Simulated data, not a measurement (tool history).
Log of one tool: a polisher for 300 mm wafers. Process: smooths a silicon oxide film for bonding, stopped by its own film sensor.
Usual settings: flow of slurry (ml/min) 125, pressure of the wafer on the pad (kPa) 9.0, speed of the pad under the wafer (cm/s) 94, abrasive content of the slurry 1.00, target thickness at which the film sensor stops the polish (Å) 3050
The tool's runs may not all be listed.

| run | hour | flow of slurry (ml/min) | pressure of the wafer on the pad (kPa) | speed of the pad under the wafer (cm/s) | abrasive content of the slurry | target thickness at which the film sensor stops the polish (Å) | incoming thickness of the incoming film, nm | time until the film sensor stopped the polish (s) |
|---|---|---|---|---|---|---|---|---|
| 1 | 0.0 | 125 | 9.0 | 94 | 1.00 | 3050 | 363.1 | 171.7 |
| 2 | 8.0 | 125 | 9.0 | 94 | 1.00 | 3050 | 362.2 | 172.2 |
| 3 | 18.6 | 125 | 9.0 | 94 | 1.00 | 3050 | 364.6 | 181.6 |
| 4 | 27.6 | 125 | 9.0 | 104 | 1.00 | 3110 | 361.4 | 144.7 |
| 5 | 34.2 | 125 | 9.0 | 104 | 1.00 | 3110 | 362.9 | 148.7 |
|  | 38.7 | slurry nozzle cleaned |
| 6 | 48.7 | 125 | 9.0 | 94 | 1.05 | 3050 | 358.9 | 159.6 |
|  | 56.7 | worn pad replaced by a new one |
| 7 | 62.5 | 125 | 6.9 | 94 | 1.00 | 3190 | 358.8 | 143.6 |
| 8 | 77.3 | 125 | 6.9 | 94 | 1.00 | 3190 | 367.0 | 174.4 |
| 9 | 91.7 | 125 | 6.9 | 94 | 1.00 | 3190 | 356.7 | 134.8 |
| 10 | 108.3 | 125 | 9.0 | 94 | 1.00 | 2930 | 357.9 | 201.6 |
| 11 | 124.5 | 125 | 9.0 | 94 | 1.00 | 2930 | 357.9 | 202.0 |
|  | 141.4 | worn pad replaced by a new one |
| 12 | 141.9 | 125 | 9.0 | 94 | 1.00 | 2930 | 355.3 | 188.5 |
| 13 | 154.9 | 125 | 9.0 | 94 | 1.00 | 3050 | 354.7 | 155.3 |
| 14 | 171.6 | 125 | 9.0 | 94 | 1.00 | 3050 | 366.0 | 194.3 |
| 15 | 186.1 | 125 | 5.5 | 94 | 1.00 | 3200 | 355.5 | 147.0 |
|  | 189.6 | slurry blender recalibrated |
| 16 | 201.0 | 125 | 9.0 | 94 | 1.00 | 3050 | 363.7 | 168.0 |
| 17 | 212.0 | 125 | 10.3 | 94 | 1.00 | 2990 | 357.7 | 151.2 |
| 18 | 226.6 | 125 | 10.3 | 94 | 1.00 | 2940 | 360.4 | 170.8 |
| 19 | 233.8 | 125 | 9.0 | 94 | 0.90 | 3050 | 358.6 | 162.4 |
| 20 | 244.1 | 85 | 7.6 | 94 | 1.15 | 3050 | 363.1 | 196.5 |
|  | 250.5 | worn pad replaced by a new one, of another model than before |
| 21 | 257.5 | 125 | 9.0 | 94 | 1.00 | 2880 | 360.9 | 221.3 |
| 22 | 274.4 | 160 | 7.6 | 94 | 1.00 | 2940 | 359.2 | 206.8 |
| 23 | 287.0 | 155 | 11.7 | 94 | 0.80 | 3120 | 364.5 | 135.1 |
|  | 297.9 | slurry nozzle cleaned |
|  | 310.3 | head pressure recalibrated |
| 24 | 321.6 | 165 | 12.4 | 94 | 0.75 | 3150 | 360.1 | 109.4 |
| 25 | 331.5 | 125 | 9.0 | 94 | 1.00 | 3050 | 352.2 | 146.4 |
|  | 359.5 | worn pad replaced by a new one |
| 26 | 379.8 | 85 | 9.0 | 70 | 1.25 | 2940 | 361.5 | 274.7 |
| 27 | 391.8 | 125 | 9.0 | 94 | 1.00 | 3050 | 358.6 | 167.8 |
| 28 | 410.2 | 125 | 9.0 | 94 | 1.00 | 3050 | 359.3 | 169.3 |
| 29 | 420.1 | 125 | 5.5 | 94 | 1.00 | 3050 | 357.3 | 250.5 |

Forecast each of these 5 alternatives for the next run:
| A | 420.6 | 125 | 9.0 | 94 | 1.00 | 3050 | 356.1 | ? |
| B | 420.6 | 170 | 9.0 | 94 | 1.00 | 3050 | 356.1 | ? |
| C | 420.6 | 125 | 10.3 | 108 | 1.00 | 3180 | 356.1 | ? |
| D | 420.6 | 125 | 10.3 | 94 | 1.00 | 3220 | 356.1 | ? |
| E | 420.6 | 125 | 11.0 | 84 | 1.25 | 3050 | 356.1 | ? |

| run | time until the film sensor stopped the polish (s) |
|---|---|
| A | 159.8 |
| B | 147.2 |
| C | 98.5 |
| D | 93.9 |
| E | 125.1 |
Without the tool's hidden state the same runs would have given:
| run | time until the film sensor stopped the polish (s) |
|---|---|
| A | 141.9 |
| B | 130.7 |
| C | 87.5 |
| D | 83.4 |
| E | 112.6 |
